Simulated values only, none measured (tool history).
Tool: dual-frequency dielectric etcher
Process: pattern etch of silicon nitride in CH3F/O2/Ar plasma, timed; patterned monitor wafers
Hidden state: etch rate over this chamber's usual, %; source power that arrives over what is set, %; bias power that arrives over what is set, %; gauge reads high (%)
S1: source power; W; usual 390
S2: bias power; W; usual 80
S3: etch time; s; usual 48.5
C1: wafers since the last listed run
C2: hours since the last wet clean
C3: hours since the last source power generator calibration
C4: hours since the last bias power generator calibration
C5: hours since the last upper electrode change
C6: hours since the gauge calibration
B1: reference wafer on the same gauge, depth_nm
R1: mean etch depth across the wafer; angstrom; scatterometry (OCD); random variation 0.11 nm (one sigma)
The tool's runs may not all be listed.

run 1 hour=0.0 | S1=390 S2=80 S3=44.0 | C1=0 C2=0.5 C3=12.0 C4=1476.8 C5=4318.7 C6=2414.2 | B1=37.21 | R1=313.8
run 2 hour=69.4 | S1=390 S2=80 S3=44.0 | C1=879 C2=69.9 C3=81.4 C4=1546.2 C5=4388.1 C6=2483.6 | B1=37.21 | R1=314.5
run 3 hour=160.9 | S1=390 S2=80 S3=44.0 | C1=1159 C2=161.4 C3=172.9 C4=1637.7 C5=4479.6 C6=2575.1 | B1=37.21 | R1=314.5
run 4 hour=373.0 | S1=390 S2=80 S3=38.5 | C1=2686 C2=373.5 C3=385.0 C4=1849.8 C5=4691.7 C6=2787.2 | B1=37.18 | R1=274.6
run 5 hour=461.9 | S1=390 S2=80 S3=38.5 | C1=1126 C2=462.4 C3=473.9 C4=1938.7 C5=4780.6 C6=2876.1 | B1=37.20 | R1=275.4
run 6 hour=526.1 | S1=390 S2=80 S3=48.5 | C1=813 C2=526.6 C3=538.1 C4=2002.9 C5=4844.8 C6=2940.3 | B1=37.19 | R1=346.2
-- hour=591.5 upper electrode replaced, of another model than before
run 7 hour=611.4 | S1=290 S2=87 S3=48.5 | C1=776 C2=611.9 C3=623.4 C4=2088.2 C5=19.9 C6=3025.6 | B1=37.19 | R1=300.3
-- hour=649.6 gauge calibrated
run 8 hour=667.6 | S1=420 S2=69 S3=62.5 | C1=711 C2=668.1 C3=679.6 C4=2144.4 C5=76.1 C6=18.0 | B1=37.22 | R1=451.2
run 9 hour=714.5 | S1=390 S2=93 S3=48.5 | C1=594 C2=715.0 C3=726.5 C4=2191.3 C5=123.0 C6=64.9 | B1=37.21 | R1=362.3
-- hour=742.8 bias power generator calibrated
-- hour=757.5 wet clean of the chamber
run 10 hour=810.8 | S1=390 S2=80 S3=34.0 | C1=982 C2=53.3 C3=822.8 C4=68.0 C5=219.3 C6=161.2 | B1=37.23 | R1=247.1
run 11 hour=910.4 | S1=440 S2=89 S3=48.5 | C1=1261 C2=152.9 C3=922.4 C4=167.6 C5=318.9 C6=260.8 | B1=37.21 | R1=387.1
run 12 hour=962.6 | S1=390 S2=70 S3=55.5 | C1=661 C2=205.1 C3=974.6 C4=219.8 C5=371.1 C6=313.0 | B1=37.21 | R1=389.2
run 13 hour=1015.8 | S1=390 S2=80 S3=48.5 | C1=673 C2=258.3 C3=1027.8 C4=273.0 C5=424.3 C6=366.2 | B1=37.20 | R1=352.4
run 14 hour=1094.4 | S1=460 S2=80 S3=48.5 | C1=995 C2=336.9 C3=1106.4 C4=351.6 C5=502.9 C6=444.8 | B1=37.22 | R1=384.2
run 15 hour=1148.7 | S1=420 S2=80 S3=39.0 | C1=687 C2=391.2 C3=1160.7 C4=405.9 C5=557.2 C6=499.1 | B1=37.20 | R1=295.7
run 16 hour=1205.3 | S1=300 S2=72 S3=56.0 | C1=717 C2=447.8 C3=1217.3 C4=462.5 C5=613.8 C6=555.7 | B1=37.18 | R1=340.9
run 17 hour=1248.5 | S1=390 S2=80 S3=48.5 | C1=547 C2=491.0 C3=1260.5 C4=505.7 C5=657.0 C6=598.9 | B1=37.21 | R1=351.8
-- hour=1342.4 wet clean of the chamber
run 18 hour=1342.9 | S1=390 S2=80 S3=61.0 | C1=891 C2=0.5 C3=1354.9 C4=600.1 C5=751.4 C6=693.3 | B1=37.19 | R1=442.1
run 19 hour=1387.6 | S1=300 S2=88 S3=36.0 | C1=566 C2=45.2 C3=1399.6 C4=644.8 C5=796.1 C6=738.0 | B1=37.19 | R1=228.7
run 20 hour=1507.4 | S1=390 S2=80 S3=48.5 | C1=1517 C2=165.0 C3=1519.4 C4=764.6 C5=915.9 C6=857.8 | B1=37.20 | R1=351.4
run 21 hour=1595.7 | S1=360 S2=98 S3=39.5 | C1=1118 C2=253.3 C3=1607.7 C4=852.9 C5=1004.2 C6=946.1 | B1=37.22 | R1=288.6
run 22 hour=1842.1 | S1=300 S2=80 S3=48.5 | C1=3121 C2=499.7 C3=1854.1 C4=1099.3 C5=1250.6 C6=1192.5 | B1=37.18 | R1=299.6
run 23 hour=1889.8 | S1=340 S2=80 S3=48.5 | C1=604 C2=547.4 C3=1901.8 C4=1147.0 C5=1298.3 C6=1240.2 | B1=37.19 | R1=324.2
run 24 hour=1932.2 | S1=390 S2=80 S3=59.0 | C1=537 C2=589.8 C3=1944.2 C4=1189.4 C5=1340.7 C6=1282.6 | B1=37.19 | R1=426.7
run 25 hour=1985.2 | S1=390 S2=80 S3=35.0 | C1=671 C2=642.8 C3=1997.2 C4=1242.4 C5=1393.7 C6=1335.6 | B1=37.19 | R1=252.9
run 26 hour=2021.3 | S1=420 S2=80 S3=39.0 | C1=457 C2=678.9 C3=2033.3 C4=1278.5 C5=1429.8 C6=1371.7 | B1=37.21 | R1=294.1
-- hour=2049.6 wet clean of the chamber
run 27 hour=2058.0 | S1=340 S2=64 S3=48.5 | C1=160 C2=8.4 C3=2070.0 C4=1315.2 C5=1466.5 C6=1408.4 | B1=37.20 | R1=304.7
run 28 hour=2122.4 | S1=390 S2=60 S3=42.0 | C1=815 C2=72.8 C3=2134.4 C4=1379.6 C5=1530.9 C6=1472.8 | B1=37.21 | R1=284.4
run 29 hour=2161.7 | S1=490 S2=94 S3=39.0 | C1=497 C2=112.1 C3=2173.7 C4=1418.9 C5=1570.2 C6=1512.1 | B1=37.22 | R1=329.7

Hidden state at the last listed run before each entry between runs and at the first one after, where it differs:
Between runs 6 and 7: upper electrode replaced, of another model than before (hour 591.5)
  bias power that arrives over what is set, %: -4.1 -> -4.31
  measured less the result without the state, R1: -5.0 -> -3.6 angstrom
Between runs 7 and 8: gauge calibrated (hour 649.6)
  bias power that arrives over what is set, %: -4.31 -> -4.45
  measured less the result without the state, R1: -3.6 -> -5.1 angstrom
Between runs 9 and 10: bias power generator calibrated (hour 742.8); wet clean of the chamber (hour 757.5)
  bias power that arrives over what is set, %: -4.56 -> 0.902
  measured less the result without the state, R1: -4.5 -> +0.6 angstrom
Between runs 17 and 18: wet clean of the chamber (hour 1342.4)
  bias power that arrives over what is set, %: -0.17 -> -0.402
  measured less the result without the state, R1: -0.1 -> -0.5 angstrom
Between runs 26 and 27: wet clean of the chamber (hour 2049.6)
  bias power that arrives over what is set, %: -2.06 -> -2.15
  measured less the result without the state, R1: -1.6 -> -1.7 angstrom
